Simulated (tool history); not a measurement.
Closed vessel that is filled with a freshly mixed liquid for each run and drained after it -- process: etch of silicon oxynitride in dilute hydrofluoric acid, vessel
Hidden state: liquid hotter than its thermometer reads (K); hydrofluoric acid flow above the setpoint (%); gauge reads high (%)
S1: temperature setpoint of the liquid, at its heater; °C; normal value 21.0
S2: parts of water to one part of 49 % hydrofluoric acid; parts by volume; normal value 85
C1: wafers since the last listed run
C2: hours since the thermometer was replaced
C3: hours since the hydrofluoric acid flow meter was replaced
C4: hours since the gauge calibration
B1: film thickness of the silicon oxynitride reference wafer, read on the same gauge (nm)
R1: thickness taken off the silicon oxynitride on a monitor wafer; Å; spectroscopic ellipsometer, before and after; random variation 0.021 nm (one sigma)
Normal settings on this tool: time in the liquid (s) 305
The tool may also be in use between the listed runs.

Run 1, hour 0.0: usual settings but S2 60 parts by volume; C1 0; C2 333.4; C3 445.6; C4 115.3; B1 60.011. Result: R1 66.97 Å.
Run 2, hour 40.6: usual settings but time in the liquid (s) 410; C1 4001; C2 374.0; C3 486.2; C4 155.9; B1 59.998. Result: R1 62.48 Å.
Run 3, hour 78.9: usual settings but time in the liquid (s) 410; C1 3775; C2 412.3; C3 524.5; C4 194.2; B1 60.006. Result: R1 62.63 Å.
Run 4, hour 108.0: usual settings but time in the liquid (s) 410; C1 2868; C2 441.4; C3 553.6; C4 223.3; B1 60.023. Result: R1 62.24 Å.
Run 5, hour 159.1: usual settings but time in the liquid (s) 345; C1 5036; C2 492.5; C3 604.7; C4 274.4; B1 60.016. Result: R1 53.24 Å.
Run 6, hour 216.9: usual settings but S1 24.0 °C, S2 70 parts by volume; C1 5697; C2 550.3; C3 662.5; C4 332.2; B1 60.032. Result: R1 67.49 Å.
Run 7, hour 286.2: usual settings but S1 24.0 °C, S2 70 parts by volume; C1 6830; C2 619.6; C3 731.8; C4 401.5; B1 60.000. Result: R1 67.84 Å.
Run 8, hour 328.7: usual settings but S1 24.0 °C, S2 70 parts by volume; C1 4189; C2 662.1; C3 774.3; C4 444.0; B1 60.010. Result: R1 68.14 Å.
Run 9, hour 360.3: usual settings; C1 3114; C2 693.7; C3 805.9; C4 475.6; B1 60.003. Result: R1 47.78 Å.
Run 10, hour 428.0: usual settings; C1 6673; C2 761.4; C3 873.6; C4 543.3; B1 59.981. Result: R1 48.06 Å.
At hour 451.2: thermometer replaced.
Run 11, hour 477.0: usual settings but S1 17.0 °C, S2 110 parts by volume, time in the liquid (s) 135; C1 4731; C2 25.8; C3 922.6; C4 592.3; B1 59.994. Result: R1 12.80 Å.
Run 12, hour 536.3: usual settings; C1 5845; C2 85.1; C3 981.9; C4 651.6; B1 59.959. Result: R1 46.35 Å.
At hour 560.9: hydrofluoric acid flow meter replaced.
Run 13, hour 565.0: usual settings but S1 17.0 °C; C1 2730; C2 113.8; C3 4.1; C4 680.3; B1 60.011. Result: R1 36.84 Å.
At hour 599.3: gauge calibrated.
Run 14, hour 761.5: usual settings but S2 100 parts by volume, time in the liquid (s) 245; C1 19368; C2 310.3; C3 200.6; C4 162.2; B1 60.024. Result: R1 31.11 Å.
Run 15, hour 806.0: usual settings but time in the liquid (s) 345; C1 4386; C2 354.8; C3 245.1; C4 206.7; B1 60.016. Result: R1 52.41 Å.
Run 16, hour 851.1: usual settings but S1 24.0 °C, time in the liquid (s) 215; C1 4445; C2 399.9; C3 290.2; C4 251.8; B1 60.005. Result: R1 37.87 Å.
Run 17, hour 890.4: usual settings but S2 110 parts by volume; C1 3873; C2 439.2; C3 329.5; C4 291.1; B1 60.019. Result: R1 35.50 Å.
Run 18, hour 959.3: usual settings but time in the liquid (s) 435; C1 6791; C2 508.1; C3 398.4; C4 360.0; B1 60.010. Result: R1 67.41 Å.
Run 19, hour 1005.0: usual settings but S1 17.0 °C; C1 4504; C2 553.8; C3 444.1; C4 405.7; B1 60.030. Result: R1 39.15 Å.
Run 20, hour 1049.4: usual settings but S2 100 parts by volume; C1 4376; C2 598.2; C3 488.5; C4 450.1; B1 60.004. Result: R1 39.73 Å.

Consider 3 possible next runs. They are alternatives, not a sequence: every one starts from the tool as it was left by run 20. What does each give?
Run A, hour 1050.1: usual settings; C1 68; C2 598.9; C3 489.2; C4 450.8; B1 ?. Result: R1 ?.
Run B, hour 1050.1: usual settings but S2 95 parts by volume; C1 68; C2 598.9; C3 489.2; C4 450.8; B1 ?. Result: R1 ?.
Run C, hour 1050.1: usual settings but S1 24.5 °C, S2 120 parts by volume, time in the liquid (s) 440; C1 68; C2 598.9; C3 489.2; C4 450.8; B1 ?. Result: R1 ?.

run      B1     R1
  A  60.024  47.11
  B  60.024  41.82
  C  60.024  55.22
With no hidden state in the tool, these same runs would have given:
run     R1
  A  44.24
  B  39.28
  C  51.95

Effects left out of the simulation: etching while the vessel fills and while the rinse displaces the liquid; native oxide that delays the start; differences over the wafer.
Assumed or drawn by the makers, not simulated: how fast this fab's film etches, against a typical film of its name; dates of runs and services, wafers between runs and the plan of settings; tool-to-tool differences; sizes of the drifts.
